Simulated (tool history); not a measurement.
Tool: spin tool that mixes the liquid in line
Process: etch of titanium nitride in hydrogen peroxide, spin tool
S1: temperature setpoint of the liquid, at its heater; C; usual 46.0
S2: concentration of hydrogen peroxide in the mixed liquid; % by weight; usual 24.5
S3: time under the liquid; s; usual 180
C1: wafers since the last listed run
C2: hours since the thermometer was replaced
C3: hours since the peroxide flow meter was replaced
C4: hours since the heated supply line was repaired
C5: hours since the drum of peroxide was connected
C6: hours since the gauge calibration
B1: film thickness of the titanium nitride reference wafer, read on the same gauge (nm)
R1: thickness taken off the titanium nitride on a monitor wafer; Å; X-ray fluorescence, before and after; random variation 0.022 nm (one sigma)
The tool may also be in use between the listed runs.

{"run": 1, "hour": 0.0, "S1": 46.0, "S2": 24.5, "S3": 220, "C1": 0, "C2": 1135.5, "C3": 1121.4, "C4": 1437.6, "C5": 494.0, "C6": 396.3, "B1": 100.14, "R1": 73.6}
{"run": 2, "hour": 66.1, "S1": 46.0, "S2": 24.5, "S3": 180, "C1": 480, "C2": 1201.6, "C3": 1187.5, "C4": 1503.7, "C5": 560.1, "C6": 462.4, "B1": 100.25, "R1": 59.8}
{"run": 3, "hour": 124.4, "S1": 46.0, "S2": 24.5, "S3": 180, "C1": 423, "C2": 1259.9, "C3": 1245.8, "C4": 1562.0, "C5": 618.4, "C6": 520.7, "B1": 100.3, "R1": 60.0}
{"run": 4, "hour": 152.5, "S1": 46.0, "S2": 24.5, "S3": 260, "C1": 204, "C2": 1288.0, "C3": 1273.9, "C4": 1590.1, "C5": 646.5, "C6": 548.8, "B1": 100.34, "R1": 87.0}
{"hour": 217.0, "done": "new drum of peroxide connected"}
{"run": 5, "hour": 217.5, "S1": 46.0, "S2": 24.5, "S3": 260, "C1": 465, "C2": 1353.0, "C3": 1338.9, "C4": 1655.1, "C5": 0.5, "C6": 613.8, "B1": 100.43, "R1": 86.5}
{"run": 6, "hour": 241.8, "S1": 46.0, "S2": 24.5, "S3": 260, "C1": 176, "C2": 1377.3, "C3": 1363.2, "C4": 1679.4, "C5": 24.8, "C6": 638.1, "B1": 100.5, "R1": 86.3}
{"run": 7, "hour": 296.3, "S1": 42.5, "S2": 24.5, "S3": 180, "C1": 396, "C2": 1431.8, "C3": 1417.7, "C4": 1733.9, "C5": 79.3, "C6": 692.6, "B1": 100.58, "R1": 46.2}
{"hour": 349.2, "done": "heated supply line repaired"}
{"run": 8, "hour": 367.1, "S1": 46.0, "S2": 20.0, "S3": 180, "C1": 507, "C2": 1502.6, "C3": 1488.5, "C4": 17.9, "C5": 150.1, "C6": 763.4, "B1": 100.74, "R1": 57.7}
{"run": 9, "hour": 405.7, "S1": 46.0, "S2": 24.5, "S3": 230, "C1": 280, "C2": 1541.2, "C3": 1527.1, "C4": 56.5, "C5": 188.7, "C6": 802.0, "B1": 100.82, "R1": 77.7}
{"run": 10, "hour": 477.4, "S1": 46.0, "S2": 19.5, "S3": 85, "C1": 521, "C2": 1612.9, "C3": 1598.8, "C4": 128.2, "C5": 260.4, "C6": 873.7, "B1": 101.0, "R1": 27.2}
{"run": 11, "hour": 520.3, "S1": 37.0, "S2": 27.0, "S3": 225, "C1": 311, "C2": 1655.8, "C3": 1641.7, "C4": 171.1, "C5": 303.3, "C6": 916.6, "B1": 101.17, "R1": 38.9}
{"run": 12, "hour": 567.1, "S1": 50.0, "S2": 24.5, "S3": 180, "C1": 340, "C2": 1702.6, "C3": 1688.5, "C4": 217.9, "C5": 350.1, "C6": 963.4, "B1": 101.24, "R1": 81.0}
{"hour": 569.0, "done": "peroxide flow meter replaced"}
{"run": 13, "hour": 624.3, "S1": 46.0, "S2": 28.0, "S3": 145, "C1": 408, "C2": 1759.8, "C3": 55.3, "C4": 275.1, "C5": 407.3, "C6": 1020.6, "B1": 101.42, "R1": 50.3}
{"run": 14, "hour": 667.2, "S1": 49.5, "S2": 24.5, "S3": 180, "C1": 311, "C2": 1802.7, "C3": 98.2, "C4": 318.0, "C5": 450.2, "C6": 1063.5, "B1": 101.53, "R1": 78.0}
{"run": 15, "hour": 717.1, "S1": 46.0, "S2": 24.5, "S3": 180, "C1": 362, "C2": 1852.6, "C3": 148.1, "C4": 367.9, "C5": 500.1, "C6": 1113.4, "B1": 101.71, "R1": 61.0}
{"run": 16, "hour": 761.6, "S1": 54.0, "S2": 18.5, "S3": 85, "C1": 323, "C2": 1897.1, "C3": 192.6, "C4": 412.4, "C5": 544.6, "C6": 1157.9, "B1": 101.83, "R1": 48.1}
{"hour": 827.3, "done": "thermometer replaced"}
{"hour": 887.2, "done": "gauge calibrated"}
{"run": 17, "hour": 901.5, "S1": 54.5, "S2": 17.5, "S3": 245, "C1": 1009, "C2": 74.2, "C3": 332.5, "C4": 552.3, "C5": 684.5, "C6": 14.3, "B1": 99.98, "R1": 139.3}
{"run": 18, "hour": 964.7, "S1": 46.0, "S2": 24.5, "S3": 180, "C1": 459, "C2": 137.4, "C3": 395.7, "C4": 615.5, "C5": 747.7, "C6": 77.5, "B1": 100.05, "R1": 60.0}
{"hour": 972.8, "done": "new drum of peroxide connected"}
{"run": 19, "hour": 1005.6, "S1": 50.5, "S2": 20.0, "S3": 180, "C1": 290, "C2": 178.3, "C3": 436.6, "C4": 656.4, "C5": 32.8, "C6": 118.4, "B1": 100.05, "R1": 79.7}
{"run": 20, "hour": 1066.5, "S1": 55.5, "S2": 24.5, "S3": 150, "C1": 442, "C2": 239.2, "C3": 497.5, "C4": 717.3, "C5": 93.7, "C6": 179.3, "B1": 100.07, "R1": 98.1}
{"run": 21, "hour": 1098.9, "S1": 46.0, "S2": 24.5, "S3": 180, "C1": 235, "C2": 271.6, "C3": 529.9, "C4": 749.7, "C5": 126.1, "C6": 211.7, "B1": 100.11, "R1": 59.5}
{"run": 22, "hour": 1160.4, "S1": 46.0, "S2": 24.5, "S3": 110, "C1": 447, "C2": 333.1, "C3": 591.4, "C4": 811.2, "C5": 187.6, "C6": 273.2, "B1": 100.12, "R1": 36.7}
{"run": 23, "hour": 1217.4, "S1": 41.5, "S2": 24.5, "S3": 225, "C1": 414, "C2": 390.1, "C3": 648.4, "C4": 868.2, "C5": 244.6, "C6": 330.2, "B1": 100.17, "R1": 53.3}
{"run": 24, "hour": 1255.9, "S1": 46.0, "S2": 30.0, "S3": 140, "C1": 279, "C2": 428.6, "C3": 686.9, "C4": 906.7, "C5": 283.1, "C6": 368.7, "B1": 100.23, "R1": 48.5}
{"run": 25, "hour": 1306.5, "S1": 46.0, "S2": 24.5, "S3": 180, "C1": 367, "C2": 479.2, "C3": 737.5, "C4": 957.3, "C5": 333.7, "C6": 419.3, "B1": 100.31, "R1": 59.8}

4 ways to go on from here, each from the tool as it stands after run 25. What would each give?
{"run": "A", "hour": 1307.0, "S1": 46.0, "S2": 24.5, "S3": 180, "C1": 3, "C2": 479.7, "C3": 738.0, "C4": 957.8, "C5": 334.2, "C6": 419.8, "B1": "?", "R1": "?"}
{"run": "B", "hour": 1307.0, "S1": 46.0, "S2": 27.0, "S3": 220, "C1": 3, "C2": 479.7, "C3": 738.0, "C4": 957.8, "C5": 334.2, "C6": 419.8, "B1": "?", "R1": "?"}
{"run": "C", "hour": 1307.0, "S1": 46.0, "S2": 24.5, "S3": 100, "C1": 3, "C2": 479.7, "C3": 738.0, "C4": 957.8, "C5": 334.2, "C6": 419.8, "B1": "?", "R1": "?"}
{"run": "D", "hour": 1307.0, "S1": 49.5, "S2": 24.5, "S3": 140, "C1": 3, "C2": 479.7, "C3": 738.0, "C4": 957.8, "C5": 334.2, "C6": 419.8, "B1": "?", "R1": "?"}

run=A B1=100.28 R1=60.1
run=B B1=100.28 R1=75.0
run=C B1=100.28 R1=33.4
run=D B1=100.28 R1=60.4
Without the tool's hidden state the same runs would have given:
run=A R1=59.9
run=B R1=74.8
run=C R1=33.3
run=D R1=60.2

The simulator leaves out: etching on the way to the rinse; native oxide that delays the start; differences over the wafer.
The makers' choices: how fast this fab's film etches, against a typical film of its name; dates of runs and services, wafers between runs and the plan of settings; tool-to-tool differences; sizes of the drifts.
